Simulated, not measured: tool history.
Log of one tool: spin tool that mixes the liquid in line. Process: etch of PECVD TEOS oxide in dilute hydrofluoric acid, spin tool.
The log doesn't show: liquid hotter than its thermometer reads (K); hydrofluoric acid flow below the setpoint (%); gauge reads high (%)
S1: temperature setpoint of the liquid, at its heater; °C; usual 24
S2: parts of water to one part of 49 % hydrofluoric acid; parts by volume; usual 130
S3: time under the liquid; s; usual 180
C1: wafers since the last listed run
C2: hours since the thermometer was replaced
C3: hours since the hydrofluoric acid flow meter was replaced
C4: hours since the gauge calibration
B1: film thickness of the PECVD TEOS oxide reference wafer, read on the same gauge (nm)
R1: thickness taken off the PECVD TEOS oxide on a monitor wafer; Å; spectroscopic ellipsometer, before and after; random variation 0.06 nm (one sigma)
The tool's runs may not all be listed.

run	hour	S1	S2	S3	C1	C2	C3	C4	B1	R1
1	0	24	130	180	0	1341.9	1495.7	1098.2	120.05	146.8
2	104.8	24	130	180	778	1446.7	1600.5	1203	120.02	147.9
3	202.5	24	130	180	725	1544.4	1698.2	1300.7	119.96	146.2
4	274.2	27	130	180	532	1616.1	1769.9	1372.4	120.02	165.5
5	362	27	130	180	652	1703.9	1857.7	1460.2	120.04	164.7
6	441.7	24	130	180	592	1783.6	1937.4	1539.9	120.02	146.1
7	479.4	24	130	180	280	1821.3	1975.1	1577.6	119.98	146.8
8	523.6	24	130	180	328	1865.5	2019.3	1621.8	120	146.4
9	623.8	24	130	180	744	1965.7	2119.5	1722	120.02	146.1
10	687.3	24	130	180	471	2029.2	2183	1785.5	119.99	146.1
# hour 703.9: hydrofluoric acid flow meter replaced
11	752.3	24	130	180	475	2094.2	48.4	1850.5	119.94	146.8
12	824.8	24	130	180	538	2166.7	120.9	1923	119.99	147.4
13	929.7	24	130	180	779	2271.6	225.8	2027.9	120.03	146.5
# hour 1035.7: gauge calibrated
# hour 1062.9: thermometer replaced
14	1070.9	24	130	225	1041	8	367	35.2	119.98	183.2
15	1144.1	20	130	180	543	81.2	440.2	108.4	120	124.7
16	1215.6	24	130	180	531	152.7	511.7	179.9	120.03	146.3
17	1313	24	150	105	723	250.1	609.1	277.3	119.99	72.7
18	1402.9	24	130	180	667	340	699	367.2	119.99	146.6
19	1478.2	24	130	180	559	415.3	774.3	442.5	119.97	146.8
20	1538.6	24	130	180	448	475.7	834.7	502.9	120	145.2
21	1606.8	24	130	180	506	543.9	902.9	571.1	120	145.9
22	1677.7	24	175	180	526	614.8	973.8	642	120.04	103.1
23	1773.8	26	150	180	714	710.9	1069.9	738.1	119.99	134.3
24	1812.6	24	165	180	288	749.7	1108.7	776.9	119.98	110.7
25	1912.7	28	190	180	743	849.8	1208.8	877	120.01	107.4
26	2014.5	24	130	180	756	951.6	1310.6	978.8	119.99	146.1
27	2071.7	19.5	95	90	424	1008.8	1367.8	1036	120.01	86.9
28	2122.5	26.5	80	140	377	1059.6	1418.6	1086.8	119.95	215.7
29	2185.1	24	130	180	465	1122.2	1481.2	1149.4	120.02	145.5
30	2228.9	24	130	220	325	1166	1525	1193.2	120.01	179
31	2308.8	20.5	150	140	593	1245.9	1604.9	1273.1	120	84.1
32	2351.9	27	95	180	320	1289	1648	1316.2	120	235.1
33	2414.6	27.5	130	180	465	1351.7	1710.7	1378.9	120.01	167.3
34	2454.9	25.5	130	105	299	1392	1751	1419.2	120.02	91.1

Forecast each of these 3 alternatives for the next run:
A	2455.4	24	130	180	3	1392.5	1751.5	1419.7	?	?
B	2455.4	24	130	120	3	1392.5	1751.5	1419.7	?	?
C	2455.4	22	130	245	3	1392.5	1751.5	1419.7	?	?

run	B1	R1
A	119.98	146.9
B	119.98	97.9
C	119.98	184.8
Without the tool's hidden state the same runs would have given:
run	R1
A	146.9
B	97.9
C	184.8
